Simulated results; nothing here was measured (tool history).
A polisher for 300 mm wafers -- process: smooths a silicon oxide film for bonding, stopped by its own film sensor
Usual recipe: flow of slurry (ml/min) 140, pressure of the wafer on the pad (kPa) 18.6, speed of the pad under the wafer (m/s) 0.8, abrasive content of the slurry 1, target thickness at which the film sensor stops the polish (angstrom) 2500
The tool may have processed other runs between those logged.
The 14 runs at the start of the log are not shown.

run,day,flow of slurry (ml/min),pressure of the wafer on the pad (kPa),speed of the pad under the wafer (m/s),abrasive content of the slurry,target thickness at which the film sensor stops the polish (angstrom),"incoming thickness of the incoming film, nm",time until the film sensor stopped the polish (s)
# day 44.712: slurry nozzle cleaned
15,44.975,140,18.6,0.8,1,2500,304.5,76.5
# day 46.188: worn pad replaced by a new one
16,54.667,140,18.6,0.68,0.8,2500,309.1,107.1
# day 55.892: slurry blender recalibrated
# day 65.292: head pressure recalibrated
17,67.108,105,18.6,0.98,1,2580,313.6,71.9
18,70.696,140,18.6,0.8,1,2500,308.6,81.6
19,73.162,140,24.1,0.8,1.2,2500,311.8,62
# day 73.896: worn pad replaced by a new one
# day 75.071: slurry nozzle cleaned
20,77.117,125,18.6,0.7,0.75,2400,309.2,130.2
21,80.988,140,18.6,0.6,1,2500,315.6,108.6
22,84.117,140,13.8,0.8,1,2500,314.3,110.2
23,86.462,100,18.6,0.92,1,2500,309,76.5
24,88.467,140,18.6,0.8,1,2500,313.6,83.7
# day 88.667: slurry blender recalibrated
25,92.846,140,18.6,0.8,1.3,2500,306.6,64.5
26,97.321,105,24.1,0.8,1,2700,312.9,48.8
# day 99.492: head pressure recalibrated
27,99.771,140,18.6,0.8,1,2600,309,71.4
# day 100.704: worn pad replaced by a new one
# day 101.612: slurry nozzle cleaned
28,102.054,140,18.6,0.8,1,2370,308.9,101.2
29,103.679,140,18.6,0.8,1,2500,312.1,89
# day 116.579: slurry blender recalibrated
30,116.646,110,23.4,0.8,0.8,2500,308.5,82.5
31,119.696,140,18.6,0.8,1.25,2500,311.6,73.3

Each row is a separate what-if for the run after 31, all from the same tool condition, not one after another. Results?
A,119.717,140,18.6,0.56,1,2500,306.1,?
B,119.717,140,21.4,0.62,1,2500,306.1,?
C,119.717,140,15.9,0.8,1,2500,306.1,?

run,time until the film sensor stopped the polish (s)
A,100
B,83.1
C,88
Stripped of hidden state, with their random variation kept, the same runs would have yielded:
run,time until the film sensor stopped the polish (s)
A,103.2
B,85.7
C,90.8
